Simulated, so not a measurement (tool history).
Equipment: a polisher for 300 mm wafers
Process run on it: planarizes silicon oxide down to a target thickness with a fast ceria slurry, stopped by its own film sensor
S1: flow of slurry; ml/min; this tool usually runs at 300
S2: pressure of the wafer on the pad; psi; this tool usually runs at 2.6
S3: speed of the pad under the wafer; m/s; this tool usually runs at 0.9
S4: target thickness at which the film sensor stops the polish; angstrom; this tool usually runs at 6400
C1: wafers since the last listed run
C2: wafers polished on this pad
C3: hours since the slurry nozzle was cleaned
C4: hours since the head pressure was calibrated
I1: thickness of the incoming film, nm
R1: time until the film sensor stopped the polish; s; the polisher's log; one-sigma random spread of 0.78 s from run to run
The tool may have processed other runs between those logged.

run     day   S1   S2    S3    S4   C1    C2     C3      C4      I1     R1
  1       0  300  3.2   0.9  6400    0  1954  439.9     752  1512.4   71.7
      0.358  -- worn pad replaced by a new one
  2   0.829  300  3.2   0.9  6400  180   128  459.8   771.9  1506.6     72
  3     2.3  300  3.2   0.9  6400  400   529  495.1   807.2  1499.7   70.9
      2.346  -- slurry nozzle cleaned
  4   3.146  340  2.6   0.9  6400  219   748   19.2   827.5  1494.6   86.2
  5   3.896  300  2.6   0.9  6400  204   952   37.2   845.5  1514.4   89.8
  6   6.708  300  2.6   0.9  6400  766  1719  104.7     913  1492.9   87.8
  7   7.942  300  2.6   0.9  6400  336  2055  134.3   942.6  1514.2   90.6
  8   8.892  300  2.6   0.9  6400  258  2314  157.1   965.4  1494.5   87.4
      9.825  -- worn pad replaced by a new one, of another model than before
  9  10.258  300  2.6   0.9  6400  327   117  189.9   998.2  1520.1   85.1
 10  11.117  300  2.6   0.9  6400  233   351  210.5  1018.8  1488.1   82.8
 11  13.629  300  2.6   0.9  6400  684  1036  270.8  1079.1  1505.8   84.3
 12  14.496  300  2.6   0.9  6400  236  1272  291.6  1099.9  1493.8   85.9
 13  15.654  300  2.6   0.9  6400  315  1588  319.4  1127.7  1517.8   86.4
 14    16.9  300  2.6   0.9  6400  339  1927  349.3  1157.6  1496.1   83.9
 15    18.1  300  2.6   0.9  6400  327  2254  378.1  1186.4  1481.1   81.9
     18.667  -- worn pad replaced by a new one
 16  19.008  300  2.6   0.9  6400  202    93  399.9  1208.2  1500.4   84.4
 17  19.846  300  2.6   0.9  6400  228   321    420  1228.3  1532.4   89.1
 18  20.854  300  2.6   0.9  6400  274   596  444.2  1252.5  1489.8   82.9
 19  22.117  300  3.3   0.9  6400  344   940  474.5  1282.8  1532.6   75.5
     22.992  -- head pressure recalibrated
 20  23.012  300  3.1     1  4800  221  1161    496     0.5  1500.7   73.4
     24.038  -- slurry nozzle cleaned
 21  24.067  225  2.2   0.9  6400  275  1437    0.7    25.8  1493.3   90.5
 22  24.742  245  3.3   0.9  8880  183  1621   16.9      42  1516.1   48.3
 23  25.904  300  2.6   0.9  6400  316  1938   44.8    69.9  1511.9   79.9
     26.262  -- worn pad replaced by a new one
 24  26.829  300  2.6   0.9  6400  206   154     67    92.1  1493.4   78.8
 25  27.796  300  2.6   0.9  6400  263   417   90.2   115.3  1506.7   79.8
 26  28.771  300  2.6   0.9  6400  265   683  113.6   138.7  1531.9     83
 27  30.033  340  3.4   0.8  7190  344  1027  143.9     169  1513.6     67
 28  31.354  300  2.6   0.9  6400  359  1387  175.6   200.7    1503   81.1
 29  32.746  260  1.9  0.64  4310  379  1766    209   234.1  1520.9  162.1
      33.95  -- worn pad replaced by a new one
 30  33.971  300  3.2   0.9  9370  288     6  238.4   263.5  1512.5   46.4
 31  35.262  380  2.6  0.78  7340  352   358  269.4   294.5  1510.4   81.7
 32  36.217  300  2.6  1.18  6400  260   618  292.3   317.4  1525.9     68
 33  37.175  395  2.6  1.14  6400  261   879  315.3   340.4  1523.2   69.2
 34  38.517  300    3   0.9  7690  365  1244  347.5   372.6  1481.3   60.5
 35  39.504  335  3.3  0.82  3420  269  1514  371.2   396.3  1495.1     97
 36  40.971  300  2.9   0.9  6400  399  1913  406.4   431.5  1495.3   76.6
 37  41.767  220  2.1   0.7  3970  216  2130  425.5   450.6  1516.8  151.5

Alternative continuations, all from the tool just after run 37; predict every row:
  A  41.783  300  2.6   0.9  6400   4  2135  425.9  451  1496.3   ?
  B  41.783  235  2.6  0.68  6400   4  2135  425.9  451  1496.3   ?
  C  41.783  255  2.6   0.9  4720   4  2135  425.9  451  1496.3   ?
  D  41.783  300  2.6  1.02  3560   4  2135  425.9  451  1496.3   ?

run    R1
  A  80.9
  B   101
  C  97.6
  D  97.7
With the hidden condition removed and each run's random variation left untouched, the same runs would have given:
run    R1
  A  75.7
  B  94.6
  C  91.4
  D  91.5
